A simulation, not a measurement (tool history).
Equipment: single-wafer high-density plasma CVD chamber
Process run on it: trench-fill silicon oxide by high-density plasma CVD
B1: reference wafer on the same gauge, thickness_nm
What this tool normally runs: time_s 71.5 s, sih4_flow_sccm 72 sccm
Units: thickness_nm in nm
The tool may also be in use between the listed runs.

Run 1, day 0: usual settings; B1 445.729. Result: thickness_nm 498.118 nm.
Run 2, day 0.608: usual settings; B1 446.043. Result: thickness_nm 495.889 nm.
Run 3, day 1.125: usual settings; B1 445.788. Result: thickness_nm 496.78 nm.
Run 4, day 1.654: usual settings; B1 446.02. Result: thickness_nm 497.947 nm.
Run 5, day 2.396: usual settings; B1 445.918. Result: thickness_nm 496.206 nm.
Run 6, day 3.017: usual settings; B1 446.174. Result: thickness_nm 496.343 nm.
Run 7, day 3.333: usual settings; B1 445.717. Result: thickness_nm 497.073 nm.
Run 8, day 3.788: usual settings but time_s 80.8 s, sih4_flow_sccm 81 sccm; B1 446.098. Result: thickness_nm 631.624 nm.
Run 9, day 4.467: usual settings but time_s 80.8 s, sih4_flow_sccm 81 sccm; B1 445.654. Result: thickness_nm 633.616 nm.
Run 10, day 4.788: usual settings but time_s 80.5 s, sih4_flow_sccm 62 sccm; B1 446.401. Result: thickness_nm 481.229 nm.
Run 11, day 5.442: usual settings; B1 446.052. Result: thickness_nm 495.024 nm.
Run 12, day 6.067: usual settings but time_s 80.4 s; B1 446.07. Result: thickness_nm 558.399 nm.
Run 13, day 6.788: usual settings; B1 446.148. Result: thickness_nm 497.367 nm.
Run 14, day 7.308: usual settings; B1 445.606. Result: thickness_nm 496.805 nm.
Run 15, day 8.008: usual settings but time_s 67.1 s; B1 445.868. Result: thickness_nm 465.891 nm.
Run 16, day 8.562: usual settings but time_s 67.1 s; B1 446.029. Result: thickness_nm 463.648 nm.
Run 17, day 9.188: usual settings; B1 445.747. Result: thickness_nm 494.808 nm.
Run 18, day 9.883: usual settings; B1 446.306. Result: thickness_nm 499.058 nm.
Run 19, day 10.325: usual settings; B1 445.698. Result: thickness_nm 497.957 nm.
Run 20, day 10.921: usual settings but time_s 80.7 s, sih4_flow_sccm 78 sccm; B1 445.915. Result: thickness_nm 606.295 nm.
Run 21, day 11.233: usual settings but time_s 80.7 s, sih4_flow_sccm 78 sccm; B1 445.815. Result: thickness_nm 607.16 nm.
Run 22, day 11.746: usual settings but time_s 62 s, sih4_flow_sccm 68 sccm; B1 446.242. Result: thickness_nm 404.24 nm.
Run 23, day 11.996: usual settings but time_s 57.7 s, sih4_flow_sccm 66 sccm; B1 446.52. Result: thickness_nm 366.464 nm.
Run 24, day 12.65: usual settings but time_s 66.6 s, sih4_flow_sccm 64 sccm; B1 445.821. Result: thickness_nm 411.23 nm.
At day 12.742: gauge calibrated.
Run 25, day 13.292: usual settings; B1 446.357. Result: thickness_nm 496.087 nm.
Run 26, day 14.029: usual settings but time_s 80.5 s, sih4_flow_sccm 68 sccm; B1 446.595. Result: thickness_nm 529.452 nm.
Run 27, day 14.408: usual settings but time_s 61.3 s; B1 446.007. Result: thickness_nm 424.094 nm.
Run 28, day 14.933: usual settings but time_s 66.6 s, sih4_flow_sccm 64 sccm; B1 446.2. Result: thickness_nm 409.567 nm.
Run 29, day 15.333: usual settings but sih4_flow_sccm 82 sccm; B1 445.926. Result: thickness_nm 567.503 nm.
Run 30, day 15.583: usual settings but time_s 66.8 s; B1 446.467. Result: thickness_nm 463.556 nm.
Run 31, day 15.921: usual settings; B1 445.811. Result: thickness_nm 495.822 nm.
At day 16.458: silane flow controller replaced.
Run 32, day 16.646: usual settings but time_s 82.5 s; B1 445.772. Result: thickness_nm 617.88 nm.
Run 33, day 17.067: usual settings but time_s 80.3 s, sih4_flow_sccm 78 sccm; B1 446.004. Result: thickness_nm 652.065 nm.
Run 34, day 17.7: usual settings but time_s 65.3 s, sih4_flow_sccm 79 sccm; B1 445.79. Result: thickness_nm 534.831 nm.
Run 35, day 18.854: usual settings but time_s 58 s, sih4_flow_sccm 63 sccm; B1 446.002. Result: thickness_nm 377.498 nm.
Run 36, day 19.371: usual settings but time_s 77.8 s, sih4_flow_sccm 84 sccm; B1 445.788. Result: thickness_nm 676.053 nm.
Run 37, day 19.646: usual settings but time_s 80.7 s, sih4_flow_sccm 82 sccm; B1 446.124. Result: thickness_nm 682.866 nm.
Run 38, day 20.279: usual settings; B1 445.838. Result: thickness_nm 531.001 nm.
Run 39, day 20.675: usual settings but time_s 61.9 s, sih4_flow_sccm 63 sccm; B1 446.428. Result: thickness_nm 400.246 nm.
Run 40, day 21.104: usual settings but time_s 80.5 s, sih4_flow_sccm 66 sccm; B1 445.783. Result: thickness_nm 550.173 nm.
Run 41, day 21.642: usual settings; B1 446.127. Result: thickness_nm 531.944 nm.
Run 42, day 22.288: usual settings but time_s 77.2 s, sih4_flow_sccm 63 sccm; B1 446.351. Result: thickness_nm 499.97 nm.
Run 43, day 22.717: usual settings but time_s 66.5 s; B1 445.719. Result: thickness_nm 491.913 nm.

What if the next run were any one of these 5? Each begins from the tool's condition after run 43:
Run A, day 22.733: usual settings; B1 ?. Result: thickness_nm ?.
Run B, day 22.733: usual settings but time_s 60.8 s; B1 ?. Result: thickness_nm ?.
Run C, day 22.733: usual settings but time_s 80.7 s, sih4_flow_sccm 76 sccm; B1 ?. Result: thickness_nm ?.
Run D, day 22.733: usual settings but time_s 57.6 s, sih4_flow_sccm 80 sccm; B1 ?. Result: thickness_nm ?.
Run E, day 22.733: usual settings but time_s 81.6 s, sih4_flow_sccm 81 sccm; B1 ?. Result: thickness_nm ?.

run       B1  thickness_nm
  A  446.118       526.958
  B  446.118       448.098
  C  446.118       627.804
  D  446.118       471.682
  E  446.118       676.569
Take away the tool's hidden state, keep each run's random variation, and the runs would have read:
run  thickness_nm
  A       531.244
  B       451.743
  C       632.911
  D       475.519
  E       682.073
